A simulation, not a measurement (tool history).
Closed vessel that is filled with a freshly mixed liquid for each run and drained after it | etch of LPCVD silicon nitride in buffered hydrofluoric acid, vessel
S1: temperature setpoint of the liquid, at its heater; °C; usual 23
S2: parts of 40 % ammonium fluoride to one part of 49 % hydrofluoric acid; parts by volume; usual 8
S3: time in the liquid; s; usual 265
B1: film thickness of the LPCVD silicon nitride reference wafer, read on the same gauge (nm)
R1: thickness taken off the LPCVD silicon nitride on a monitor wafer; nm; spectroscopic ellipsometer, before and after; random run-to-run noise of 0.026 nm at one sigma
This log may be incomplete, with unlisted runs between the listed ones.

run,day,S1,S2,S3,B1,R1
1,0,23,9,265,99.998,3.913
2,2.108,23,8,265,100.013,4.304
3,5.783,23,8,265,99.995,4.314
# day 11.7: hydrofluoric acid flow meter replaced
4,16.888,23,6.5,165,99.996,3.378
5,19.342,23,6.5,165,99.994,3.377
# day 24.329: thermometer replaced
6,27.142,23,10,265,100.003,3.788
7,33.6,23,10,265,100.003,3.732
8,37.625,23,10,265,99.997,3.708
9,41.575,23,6.5,265,100.029,5.489
10,45.342,23,7,265,100.005,5.131
# day 47.704: hydrofluoric acid flow meter replaced
11,49.588,23,7,265,99.982,5.303
12,52.588,23,8,265,99.995,4.544
13,54.892,23,8,265,100.001,4.564
14,58.979,23,6,265,100.005,6.007
15,60.979,18.5,10.5,360,100.027,3.69
16,63.675,21,5,265,100,6.148
17,67.012,23,6.5,350,100.009,7.227
18,70.658,23,8,265,99.997,4.392
19,73.933,23,8,265,100.017,4.367
# day 76.3: gauge calibrated
20,77.317,23,10,215,100.008,2.89
21,81.142,23,8,265,99.993,4.306
22,84.433,23,8,265,100.001,4.312
23,87.188,18.5,8,135,99.996,1.681
24,90.812,23,8,265,99.999,4.25
# day 91.754: hydrofluoric acid flow meter replaced
25,93.521,25.5,8,355,99.991,6.804
26,97.492,23,8,115,100.004,1.911
27,99.162,23,8,150,100.004,2.458
# day 101.088: thermometer replaced
28,102.125,26,8,410,100.011,8.386
29,103.729,25.5,6,265,100.017,7.028
30,105.683,23,8,265,100.017,4.531
31,107.292,23,8,195,100.006,3.36
32,111.783,23,8,265,99.99,4.547
33,116.271,25,9,315,99.998,5.357

Selected run-to-run steps in R1, each split into two signed amounts: the part the tool would show with no hidden state at all (from settings, incoming material and random variation), and the remainder, which goes to the hidden state together with any gauge scatter not common to the measured and the hidden-state-free results:
Hidden state present: liquid colder than its thermometer reads (K); hydrofluoric acid flow below the setpoint (%); gauge reads high (%).
Run 17 -> 18: S2 6.5 -> 8, S3 350 -> 265. R1 -2.835 nm: hidden state +0.126, all else -2.961.
Run 22 -> 23: S1 23 -> 18.5, S3 265 -> 135. R1 -2.631 nm: hidden state +0.274, all else -2.905.
Run 23 -> 24: S1 18.5 -> 23, S3 135 -> 265. R1 +2.569 nm: hidden state -0.332, all else +2.901.
Run 25 -> 26: S1 25.5 -> 23, S3 355 -> 115. R1 -4.893 nm: hidden state +0.369, all else -5.262.
Run 27 -> 28: S1 23 -> 26, S3 150 -> 410, thermometer replaced. R1 +5.928 nm: hidden state +0.005, all else +5.923.

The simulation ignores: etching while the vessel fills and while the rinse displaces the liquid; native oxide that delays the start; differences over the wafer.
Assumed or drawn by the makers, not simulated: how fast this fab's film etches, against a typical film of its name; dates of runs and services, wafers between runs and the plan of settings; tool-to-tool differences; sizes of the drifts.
